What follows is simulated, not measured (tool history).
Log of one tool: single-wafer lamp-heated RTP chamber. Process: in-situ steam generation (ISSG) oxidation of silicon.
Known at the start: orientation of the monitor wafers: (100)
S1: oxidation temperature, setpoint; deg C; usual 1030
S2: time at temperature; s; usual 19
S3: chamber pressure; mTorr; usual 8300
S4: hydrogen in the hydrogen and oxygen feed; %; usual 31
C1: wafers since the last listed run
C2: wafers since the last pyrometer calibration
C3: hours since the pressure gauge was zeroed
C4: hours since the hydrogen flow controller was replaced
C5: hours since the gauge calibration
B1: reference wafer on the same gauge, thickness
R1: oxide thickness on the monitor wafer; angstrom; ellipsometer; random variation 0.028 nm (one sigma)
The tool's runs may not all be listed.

{"run": 1, "hour": 0.0, "S1": 1030, "S2": 23, "S3": 8300, "S4": 26, "C1": 0, "C2": 2534, "C3": 3267.1, "C4": 2502.9, "C5": 383.1, "B1": 6.162, "R1": 63.96}
{"run": 2, "hour": 20.7, "S1": 1030, "S2": 19, "S3": 8300, "S4": 32, "C1": 183, "C2": 2718, "C3": 3287.8, "C4": 2523.6, "C5": 403.8, "B1": 6.176, "R1": 60.84}
{"run": 3, "hour": 50.6, "S1": 1020, "S2": 19, "S3": 8300, "S4": 31, "C1": 265, "C2": 2983, "C3": 3317.7, "C4": 2553.5, "C5": 433.7, "B1": 6.152, "R1": 57.74}
{"hour": 63.7, "done": "pressure gauge zeroed"}
{"run": 4, "hour": 64.9, "S1": 1020, "S2": 19, "S3": 8300, "S4": 31, "C1": 55, "C2": 3039, "C3": 1.2, "C4": 2567.8, "C5": 448.0, "B1": 6.145, "R1": 58.02}
{"run": 5, "hour": 88.4, "S1": 1030, "S2": 19, "S3": 8300, "S4": 31, "C1": 208, "C2": 3248, "C3": 24.7, "C4": 2591.3, "C5": 471.5, "B1": 6.151, "R1": 59.81}
{"run": 6, "hour": 123.9, "S1": 1030, "S2": 24, "S3": 7200, "S4": 31, "C1": 314, "C2": 3563, "C3": 60.2, "C4": 2626.8, "C5": 507.0, "B1": 6.136, "R1": 67.79}
{"run": 7, "hour": 142.6, "S1": 1030, "S2": 24, "S3": 7200, "S4": 31, "C1": 165, "C2": 3728, "C3": 78.9, "C4": 2645.5, "C5": 525.7, "B1": 6.138, "R1": 67.99}
{"run": 8, "hour": 167.3, "S1": 1030, "S2": 24, "S3": 7200, "S4": 31, "C1": 219, "C2": 3948, "C3": 103.6, "C4": 2670.2, "C5": 550.4, "B1": 6.129, "R1": 68.33}
{"run": 9, "hour": 186.2, "S1": 1030, "S2": 19, "S3": 8300, "S4": 31, "C1": 167, "C2": 4115, "C3": 122.5, "C4": 2689.1, "C5": 569.3, "B1": 6.129, "R1": 59.78}
{"run": 10, "hour": 198.8, "S1": 1030, "S2": 19, "S3": 8300, "S4": 31, "C1": 111, "C2": 4227, "C3": 135.1, "C4": 2701.7, "C5": 581.9, "B1": 6.131, "R1": 59.72}
{"run": 11, "hour": 224.8, "S1": 1030, "S2": 19, "S3": 8300, "S4": 31, "C1": 230, "C2": 4458, "C3": 161.1, "C4": 2727.7, "C5": 607.9, "B1": 6.105, "R1": 60.01}
{"run": 12, "hour": 258.5, "S1": 1025, "S2": 12, "S3": 7800, "S4": 32, "C1": 299, "C2": 4757, "C3": 194.8, "C4": 2761.4, "C5": 641.6, "B1": 6.117, "R1": 48.03}
{"run": 13, "hour": 274.1, "S1": 1030, "S2": 19, "S3": 8300, "S4": 28, "C1": 138, "C2": 4895, "C3": 210.4, "C4": 2777.0, "C5": 657.2, "B1": 6.093, "R1": 58.4}
{"run": 14, "hour": 301.4, "S1": 1030, "S2": 19, "S3": 6900, "S4": 31, "C1": 242, "C2": 5138, "C3": 237.7, "C4": 2804.3, "C5": 684.5, "B1": 6.093, "R1": 60.22}
{"run": 15, "hour": 327.3, "S1": 1030, "S2": 19, "S3": 9600, "S4": 32, "C1": 229, "C2": 5367, "C3": 263.6, "C4": 2830.2, "C5": 710.4, "B1": 6.098, "R1": 58.68}
{"hour": 348.1, "done": "pyrometer window cleaned and pyrometer calibrated"}
{"run": 16, "hour": 352.3, "S1": 1017, "S2": 19, "S3": 8900, "S4": 32, "C1": 150, "C2": 36, "C3": 288.6, "C4": 2855.2, "C5": 735.4, "B1": 6.083, "R1": 55.95}
{"hour": 382.8, "done": "hydrogen flow controller replaced"}
{"run": 17, "hour": 383.3, "S1": 1030, "S2": 14, "S3": 8300, "S4": 31, "C1": 204, "C2": 241, "C3": 319.6, "C4": 0.5, "C5": 766.4, "B1": 6.076, "R1": 51.58}
{"run": 18, "hour": 392.6, "S1": 1012, "S2": 19, "S3": 7000, "S4": 31, "C1": 82, "C2": 323, "C3": 328.9, "C4": 9.8, "C5": 775.7, "B1": 6.065, "R1": 55.17}
{"run": 19, "hour": 413.6, "S1": 1030, "S2": 14, "S3": 9600, "S4": 31, "C1": 186, "C2": 509, "C3": 349.9, "C4": 30.8, "C5": 796.7, "B1": 6.056, "R1": 50.28}
{"run": 20, "hour": 442.5, "S1": 1030, "S2": 19, "S3": 8300, "S4": 31, "C1": 256, "C2": 766, "C3": 378.8, "C4": 59.7, "C5": 825.6, "B1": 6.058, "R1": 59.36}
{"run": 21, "hour": 468.4, "S1": 1030, "S2": 12, "S3": 7400, "S4": 32, "C1": 229, "C2": 996, "C3": 404.7, "C4": 85.6, "C5": 851.5, "B1": 6.041, "R1": 48.24}
{"run": 22, "hour": 494.8, "S1": 1030, "S2": 19, "S3": 9500, "S4": 31, "C1": 234, "C2": 1230, "C3": 431.1, "C4": 112.0, "C5": 877.9, "B1": 6.044, "R1": 58.39}
{"hour": 495.4, "done": "gauge calibrated"}
{"run": 23, "hour": 519.3, "S1": 1011, "S2": 19, "S3": 8300, "S4": 32, "C1": 217, "C2": 1447, "C3": 455.6, "C4": 136.5, "C5": 23.9, "B1": 6.304, "R1": 57.34}
{"run": 24, "hour": 537.0, "S1": 1030, "S2": 19, "S3": 8300, "S4": 31, "C1": 157, "C2": 1604, "C3": 473.3, "C4": 154.2, "C5": 41.6, "B1": 6.306, "R1": 62.19}
{"run": 25, "hour": 569.2, "S1": 1039, "S2": 25, "S3": 8300, "S4": 32, "C1": 285, "C2": 1890, "C3": 505.5, "C4": 186.4, "C5": 73.8, "B1": 6.293, "R1": 74.54}
{"run": 26, "hour": 592.6, "S1": 1030, "S2": 19, "S3": 8300, "S4": 31, "C1": 207, "C2": 2098, "C3": 528.9, "C4": 209.8, "C5": 97.2, "B1": 6.285, "R1": 61.87}
{"run": 27, "hour": 616.3, "S1": 1037, "S2": 16, "S3": 8300, "S4": 25, "C1": 210, "C2": 2308, "C3": 552.6, "C4": 233.5, "C5": 120.9, "B1": 6.28, "R1": 55.46}
{"run": 28, "hour": 632.1, "S1": 1030, "S2": 19, "S3": 8300, "S4": 31, "C1": 140, "C2": 2448, "C3": 568.4, "C4": 249.3, "C5": 136.7, "B1": 6.271, "R1": 61.55}
{"run": 29, "hour": 664.5, "S1": 1023, "S2": 15, "S3": 8300, "S4": 32, "C1": 287, "C2": 2736, "C3": 600.8, "C4": 281.7, "C5": 169.1, "B1": 6.26, "R1": 53.95}
{"run": 30, "hour": 687.3, "S1": 1019, "S2": 19, "S3": 7400, "S4": 32, "C1": 202, "C2": 2938, "C3": 623.6, "C4": 304.5, "C5": 191.9, "B1": 6.254, "R1": 59.89}
{"run": 31, "hour": 703.5, "S1": 1038, "S2": 21, "S3": 8300, "S4": 31, "C1": 143, "C2": 3082, "C3": 639.8, "C4": 320.7, "C5": 208.1, "B1": 6.255, "R1": 66.87}

Forecast each of these 4 alternatives for the next run:
{"run": "A", "hour": 703.9, "S1": 1030, "S2": 19, "S3": 7100, "S4": 31, "C1": 3, "C2": 3085, "C3": 640.2, "C4": 321.1, "C5": 208.5, "B1": "?", "R1": "?"}
{"run": "B", "hour": 703.9, "S1": 1049, "S2": 13, "S3": 9500, "S4": 32, "C1": 3, "C2": 3085, "C3": 640.2, "C4": 321.1, "C5": 208.5, "B1": "?", "R1": "?"}
{"run": "C", "hour": 703.9, "S1": 1016, "S2": 19, "S3": 7100, "S4": 24, "C1": 3, "C2": 3085, "C3": 640.2, "C4": 321.1, "C5": 208.5, "B1": "?", "R1": "?"}
{"run": "D", "hour": 703.9, "S1": 1022, "S2": 19, "S3": 8900, "S4": 31, "C1": 3, "C2": 3085, "C3": 640.2, "C4": 321.1, "C5": 208.5, "B1": "?", "R1": "?"}

run=A B1=6.257 R1=61.72
run=B B1=6.257 R1=55.28
run=C B1=6.257 R1=53.92
run=D B1=6.257 R1=58.58
Without the tool's hidden state the same runs would have given:
run=A R1=62.00
run=B R1=55.53
run=C R1=54.17
run=D R1=58.85
